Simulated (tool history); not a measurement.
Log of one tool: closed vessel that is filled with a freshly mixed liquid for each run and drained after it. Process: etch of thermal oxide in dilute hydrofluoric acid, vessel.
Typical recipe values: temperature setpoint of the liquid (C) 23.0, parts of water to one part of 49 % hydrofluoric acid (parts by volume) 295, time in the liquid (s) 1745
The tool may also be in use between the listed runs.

run	hour	temperature setpoint of the liquid (C)	parts of water to one part of 49 % hydrofluoric acid (parts by volume)	time in the liquid (s)	read-back film thickness of the thermal oxide reference wafer, read on the same gauge (nm)	thickness taken off the thermal oxide on a monitor wafer (Å)
1	0.0	21.5	295	1745	129.96	195.0
2	103.7	23.0	295	2270	130.02	268.7
3	129.0	25.5	295	1745	130.00	222.5
4	148.5	25.5	295	1745	129.95	224.9
5	166.4	25.5	295	1745	129.99	224.1
6	183.7	23.0	295	2220	129.99	261.0
# hour 249.6: hydrofluoric acid flow meter replaced
7	254.0	23.0	295	1745	129.98	220.8
8	283.7	23.0	295	1745	130.00	217.8
9	381.2	23.0	295	1745	129.99	216.2
10	405.4	21.0	235	1745	130.01	269.2
11	440.2	23.0	295	1745	130.02	216.4
12	462.0	23.0	420	1745	129.99	136.6
# hour 475.5: gauge calibrated
13	488.9	25.5	295	1200	129.99	163.0
14	517.8	23.0	175	2510	130.00	581.1
15	540.7	24.5	430	1745	130.01	138.0
16	574.2	23.0	295	1745	130.02	212.1
# hour 577.1: thermometer replaced
17	608.2	20.5	335	1745	129.99	179.3
18	640.2	23.0	295	1745	130.01	227.9

Estimate the outcome of run 19 from the log above:
19	664.6	23.0	295	1745	?	?

read-back film thickness of the thermal oxide reference wafer, read on the same gauge (nm): 130.01
thickness taken off the thermal oxide on a monitor wafer (Å): 230.6
Minus the tool's unlogged condition, the same run would have read thickness taken off the thermal oxide on a monitor wafer (Å) 236.1.

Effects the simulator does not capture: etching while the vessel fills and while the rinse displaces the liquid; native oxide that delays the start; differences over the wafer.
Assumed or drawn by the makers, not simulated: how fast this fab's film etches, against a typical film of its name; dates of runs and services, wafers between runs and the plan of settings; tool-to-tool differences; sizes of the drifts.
